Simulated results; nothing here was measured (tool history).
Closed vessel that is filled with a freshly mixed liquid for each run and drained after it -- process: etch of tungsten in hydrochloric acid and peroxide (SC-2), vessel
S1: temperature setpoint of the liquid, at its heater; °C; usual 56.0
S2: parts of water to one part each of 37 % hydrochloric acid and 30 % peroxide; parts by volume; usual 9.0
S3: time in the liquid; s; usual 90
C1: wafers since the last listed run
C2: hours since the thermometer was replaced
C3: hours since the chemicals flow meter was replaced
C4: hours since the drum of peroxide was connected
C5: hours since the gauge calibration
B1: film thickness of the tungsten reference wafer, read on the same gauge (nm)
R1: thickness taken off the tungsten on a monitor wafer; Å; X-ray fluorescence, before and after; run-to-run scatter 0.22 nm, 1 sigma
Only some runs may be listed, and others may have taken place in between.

Run 1, hour 0.0: usual settings; C1 0; C2 703.6; C3 96.0; C4 3.4; C5 1522.8; B1 70.00. Result: R1 421.9 Å.
Run 2, hour 27.7: usual settings; C1 2202; C2 731.3; C3 123.7; C4 31.1; C5 1550.5; B1 70.00. Result: R1 424.9 Å.
Run 3, hour 79.8: usual settings; C1 4142; C2 783.4; C3 175.8; C4 83.2; C5 1602.6; B1 70.01. Result: R1 417.3 Å.
Run 4, hour 126.9: usual settings; C1 3745; C2 830.5; C3 222.9; C4 130.3; C5 1649.7; B1 69.98. Result: R1 416.3 Å.
Run 5, hour 275.3: usual settings; C1 11800; C2 978.9; C3 371.3; C4 278.7; C5 1798.1; B1 70.00. Result: R1 412.2 Å.
At hour 293.1: gauge calibrated.
Run 6, hour 314.5: usual settings but S1 51.5 °C; C1 3117; C2 1018.1; C3 410.5; C4 317.9; C5 21.4; B1 69.99. Result: R1 306.8 Å.
Run 7, hour 362.3: usual settings but S1 50.0 °C, S2 7.0 parts by volume, S3 125 s; C1 3801; C2 1065.9; C3 458.3; C4 365.7; C5 69.2; B1 70.01. Result: R1 471.4 Å.
Run 8, hour 407.2: usual settings but S2 7.5 parts by volume; C1 3570; C2 1110.8; C3 503.2; C4 410.6; C5 114.1; B1 70.03. Result: R1 476.9 Å.
At hour 440.6: new drum of peroxide connected.
Run 9, hour 477.3: usual settings but S2 13.0 parts by volume, S3 145 s; C1 5494; C2 1180.9; C3 573.3; C4 36.7; C5 184.2; B1 70.01. Result: R1 498.0 Å.
Run 10, hour 513.8: usual settings but S2 12.0 parts by volume, S3 70 s; C1 2902; C2 1217.4; C3 609.8; C4 73.2; C5 220.7; B1 69.98. Result: R1 256.7 Å.
Run 11, hour 538.4: usual settings but S2 6.5 parts by volume; C1 1956; C2 1242.0; C3 634.4; C4 97.8; C5 245.3; B1 69.99. Result: R1 548.6 Å.
Run 12, hour 610.4: usual settings but S1 48.0 °C, S2 6.5 parts by volume, S3 70 s; C1 5725; C2 1314.0; C3 706.4; C4 169.8; C5 317.3; B1 70.00. Result: R1 247.3 Å.
Run 13, hour 656.2: usual settings but S1 49.5 °C, S3 125 s; C1 3642; C2 1359.8; C3 752.2; C4 215.6; C5 363.1; B1 70.00. Result: R1 379.0 Å.
Run 14, hour 724.7: usual settings; C1 5447; C2 1428.3; C3 820.7; C4 284.1; C5 431.6; B1 69.99. Result: R1 415.4 Å.
Run 15, hour 751.9: usual settings but S1 52.0 °C, S2 5.0 parts by volume, S3 40 s; C1 2162; C2 1455.5; C3 847.9; C4 311.3; C5 458.8; B1 69.99. Result: R1 221.7 Å.
Run 16, hour 811.1: usual settings but S2 13.0 parts by volume, S3 145 s; C1 4707; C2 1514.7; C3 907.1; C4 370.5; C5 518.0; B1 70.01. Result: R1 488.4 Å.
Run 17, hour 869.6: usual settings; C1 4651; C2 1573.2; C3 965.6; C4 429.0; C5 576.5; B1 70.00. Result: R1 405.3 Å.
At hour 900.4: new drum of peroxide connected.
Run 18, hour 906.3: usual settings but S1 59.5 °C, S2 13.5 parts by volume, S3 50 s; C1 2838; C2 1609.9; C3 1002.3; C4 5.9; C5 613.2; B1 70.00. Result: R1 207.4 Å.
At hour 940.3: thermometer replaced.
Run 19, hour 954.2: usual settings; C1 3729; C2 13.9; C3 1050.2; C4 53.8; C5 661.1; B1 69.98. Result: R1 417.7 Å.
Run 20, hour 986.2: usual settings but S3 145 s; C1 2544; C2 45.9; C3 1082.2; C4 85.8; C5 693.1; B1 70.01. Result: R1 679.7 Å.
Run 21, hour 1037.5: usual settings but S1 47.0 °C, S2 12.0 parts by volume, S3 110 s; C1 4079; C2 97.2; C3 1133.5; C4 137.1; C5 744.4; B1 69.99. Result: R1 221.7 Å.
Run 22, hour 1081.5: usual settings but S2 12.5 parts by volume, S3 115 s; C1 3498; C2 141.2; C3 1177.5; C4 181.1; C5 788.4; B1 70.01. Result: R1 404.6 Å.
Run 23, hour 1133.5: usual settings but S2 11.5 parts by volume; C1 4135; C2 193.2; C3 1229.5; C4 233.1; C5 840.4; B1 70.00. Result: R1 341.2 Å.
Run 24, hour 1167.4: usual settings; C1 2695; C2 227.1; C3 1263.4; C4 267.0; C5 874.3; B1 69.98. Result: R1 412.5 Å.
Run 25, hour 1193.7: usual settings but S1 50.0 °C, S2 5.0 parts by volume, S3 70 s; C1 2091; C2 253.4; C3 1289.7; C4 293.3; C5 900.6; B1 70.01. Result: R1 342.6 Å.
Run 26, hour 1261.8: usual settings but S1 63.0 °C, S2 6.0 parts by volume; C1 5415; C2 321.5; C3 1357.8; C4 361.4; C5 968.7; B1 69.99. Result: R1 881.7 Å.
Run 27, hour 1322.4: usual settings but S1 62.0 °C, S2 10.0 parts by volume; C1 4818; C2 382.1; C3 1418.4; C4 422.0; C5 1029.3; B1 70.00. Result: R1 550.8 Å.
At hour 1356.3: new drum of peroxide connected.
Run 28, hour 1359.2: usual settings; C1 2846; C2 418.9; C3 1455.2; C4 2.9; C5 1066.1; B1 70.00. Result: R1 418.5 Å.
Run 29, hour 1402.0: usual settings but S1 61.0 °C, S2 5.0 parts by volume, S3 115 s; C1 3403; C2 461.7; C3 1498.0; C4 45.7; C5 1108.9; B1 69.98. Result: R1 1156.9 Å.
Run 30, hour 1455.5: usual settings but S1 50.0 °C; C1 4254; C2 515.2; C3 1551.5; C4 99.2; C5 1162.4; B1 70.00. Result: R1 280.8 Å.

4 options for the next run, each taken on its own from the tool as it stands now. Forecast them:
Run A, hour 1456.2: usual settings but S1 61.5 °C; C1 55; C2 515.9; C3 1552.2; C4 99.9; C5 1163.1; B1 ?. Result: R1 ?.
Run B, hour 1456.2: usual settings but S1 64.5 °C, S2 13.5 parts by volume; C1 55; C2 515.9; C3 1552.2; C4 99.9; C5 1163.1; B1 ?. Result: R1 ?.
Run C, hour 1456.2: usual settings but S1 61.5 °C, S2 10.5 parts by volume; C1 55; C2 515.9; C3 1552.2; C4 99.9; C5 1163.1; B1 ?. Result: R1 ?.
Run D, hour 1456.2: usual settings but S1 46.5 °C, S2 11.0 parts by volume, S3 50 s; C1 55; C2 515.9; C3 1552.2; C4 99.9; C5 1163.1; B1 ?. Result: R1 ?.

run     B1     R1
  A  69.98  595.2
  B  69.98  507.9
  C  69.98  523.7
  D  69.98  105.4
With the hidden condition removed and each run's random variation left untouched, the same runs would have given:
run     R1
  A  603.0
  B  514.8
  C  530.6
  D  106.8

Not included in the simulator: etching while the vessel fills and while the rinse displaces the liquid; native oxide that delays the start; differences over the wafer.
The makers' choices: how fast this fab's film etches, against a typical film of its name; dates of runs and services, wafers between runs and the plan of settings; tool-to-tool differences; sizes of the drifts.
